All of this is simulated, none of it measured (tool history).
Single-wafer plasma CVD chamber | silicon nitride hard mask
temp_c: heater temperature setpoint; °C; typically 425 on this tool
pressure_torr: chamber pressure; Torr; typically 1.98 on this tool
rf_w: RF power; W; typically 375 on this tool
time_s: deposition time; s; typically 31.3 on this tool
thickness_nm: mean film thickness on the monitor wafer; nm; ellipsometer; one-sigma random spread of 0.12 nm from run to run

run   hour  temp_c  pressure_torr  rf_w  time_s  read-back reference wafer on the same gauge, thickness_nm  thickness_nm
  1      0     425           1.98   375    31.3                                                     41.531        40.784
  2   15.6     425           1.98   375    31.3                                                     41.542        40.465
  3   22.4     425           1.98   375    31.3                                                     41.471        40.574
  4   32.6     425           1.98   375    31.3                                                     41.477        40.892
      41.7  -- showerhead replaced
  5   42.2     425           1.98   350    31.3                                                     41.489        39.009
  6   48.9     425           1.98   375    32.6                                                     41.503        42.129
  7   59.6     425           1.98   375    32.6                                                     41.517         42.39
  8   68.8     425           1.98   375    32.6                                                     41.479        42.469
  9   80.3     430           1.54   400    29.7                                                     41.537        35.254
      88.7  -- gauge calibrated
 10   92.9     425           2.33   430    31.3                                                     41.471        47.355
 11  103.8     425           1.98   375    31.3                                                     41.494        40.423
 12  115.4     425           2.45   420    27.6                                                      41.49        41.816
 13  129.9     425           1.98   375    31.3                                                     41.468        40.456
 14  144.3     413           1.81   320    31.3                                                     41.488        34.897
     157.3  -- thermocouple changed; heater temperature recalibrated
     184.3  -- capacitance manometer re-zeroed and calibrated
 15  185.2     425           1.98   375    31.3                                                     41.519        40.595
 16  200.4     425           1.98   425    31.3                                                     41.471        44.026
 17    215     416           1.56   410    27.8                                                     41.497        34.006
     224.3  -- RF generator calibrated
 18  224.8     419           1.58   305    29.5                                                     41.488        31.214
 19  235.3     425           1.98   310    31.3                                                     41.505        37.505
 20  244.8     415           2.18   375    31.3                                                     41.506        44.294
 21  260.6     411           1.98   400    27.1                                                     41.483        38.484
 22  269.8     440           2.19   315    27.2                                                     41.533        33.993

The next listed run, before its measurement:
 23  286.9     425           1.68   315    26.3                                                          ?             ?

read-back reference wafer on the same gauge, thickness_nm: 41.513
thickness_nm: 29.219 nm
Were there no unlogged condition in the tool, this run, its random variation unchanged, would have produced thickness_nm 29.612 nm.
